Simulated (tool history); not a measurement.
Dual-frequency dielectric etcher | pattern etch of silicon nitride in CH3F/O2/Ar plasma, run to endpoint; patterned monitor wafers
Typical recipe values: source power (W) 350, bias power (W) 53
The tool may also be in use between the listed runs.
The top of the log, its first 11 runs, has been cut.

run,hour,source power (W),bias power (W),wafers since the last listed run,hours since the last wet clean,hours since the last source power generator calibration,hours since the last bias power generator calibration,hours since the last upper electrode change,"incoming incoming film thickness, nm",endpoint time (s)
12,234.9,350,53,132,85.5,3115.1,2862.8,5450.9,19.54,32
13,270.4,350,53,378,121,3150.6,2898.3,5486.4,19.92,32.8
# hour 303: wet clean of the chamber, repeated, since the last time left the tool worse
14,303.5,350,53,97,0.5,3183.7,2931.4,5519.5,19.99,33.8
15,311.4,350,53,84,8.4,3191.6,2939.3,5527.4,19.94,33.8
# hour 323.6: bias power generator calibrated
16,338,350,53,240,35,3218.2,14.4,5554,19.56,32.9
17,352.3,330,59,152,49.3,3232.5,28.7,5568.3,19.74,32.8
# hour 393.7: upper electrode replaced
18,394.2,330,49,190,91.2,3274.4,70.6,0.5,19.83,35.3
19,417.2,380,53,245,114.2,3297.4,93.6,23.5,19.73,32.4
# hour 435.6: source power generator calibrated
20,441.1,270,59,212,138.1,5.5,117.5,47.4,19.9,35.9
21,467.9,350,49,285,164.9,32.3,144.3,74.2,19.94,34.5
22,499.4,430,56,335,196.4,63.8,175.8,105.7,20.02,31
23,520.6,350,53,226,217.6,85,197,126.9,19.67,33.3
24,553.8,350,46,353,250.8,118.2,230.2,160.1,19.8,35.2
25,582.1,390,40,301,279.1,146.5,258.5,188.4,19.79,35.4
26,597.7,420,53,166,294.7,162.1,274.1,204,19.72,31.4
27,625.3,380,64,294,322.3,189.7,301.7,231.6,19.65,30.7
28,639.9,430,60,155,336.9,204.3,316.3,246.2,19.84,30.2
29,658.7,390,42,200,355.7,223.1,335.1,265,19.99,35.5
30,671,370,42,131,368,235.4,347.4,277.3,19.92,35.8
31,694.7,280,66,252,391.7,259.1,371.1,301,20.03,34.5
32,719.5,350,53,264,416.5,283.9,395.9,325.8,19.67,33.8
33,736.1,290,47,176,433.1,300.5,412.5,342.4,19.53,37.4
34,755.6,420,40,207,452.6,320,432,361.9,19.65,34.4
# hour 793.4: wet clean of the chamber
35,793.9,430,53,152,0.5,358.3,470.3,400.2,19.92,31.1
36,794.3,320,43,4,0.9,358.7,470.7,400.6,19.87,36.8

Forecast each of these 3 alternatives for the next run:
A,794.7,350,53,4,1.3,359.1,471.1,401,19.7,?
B,794.7,320,48,4,1.3,359.1,471.1,401,19.7,?
C,794.7,310,56,4,1.3,359.1,471.1,401,19.7,?

run,endpoint time (s)
A,33.4
B,35.6
C,34.3
Had the tool no hidden state, the same runs would have come out as:
run,endpoint time (s)
A,33.4
B,35.7
C,34.3

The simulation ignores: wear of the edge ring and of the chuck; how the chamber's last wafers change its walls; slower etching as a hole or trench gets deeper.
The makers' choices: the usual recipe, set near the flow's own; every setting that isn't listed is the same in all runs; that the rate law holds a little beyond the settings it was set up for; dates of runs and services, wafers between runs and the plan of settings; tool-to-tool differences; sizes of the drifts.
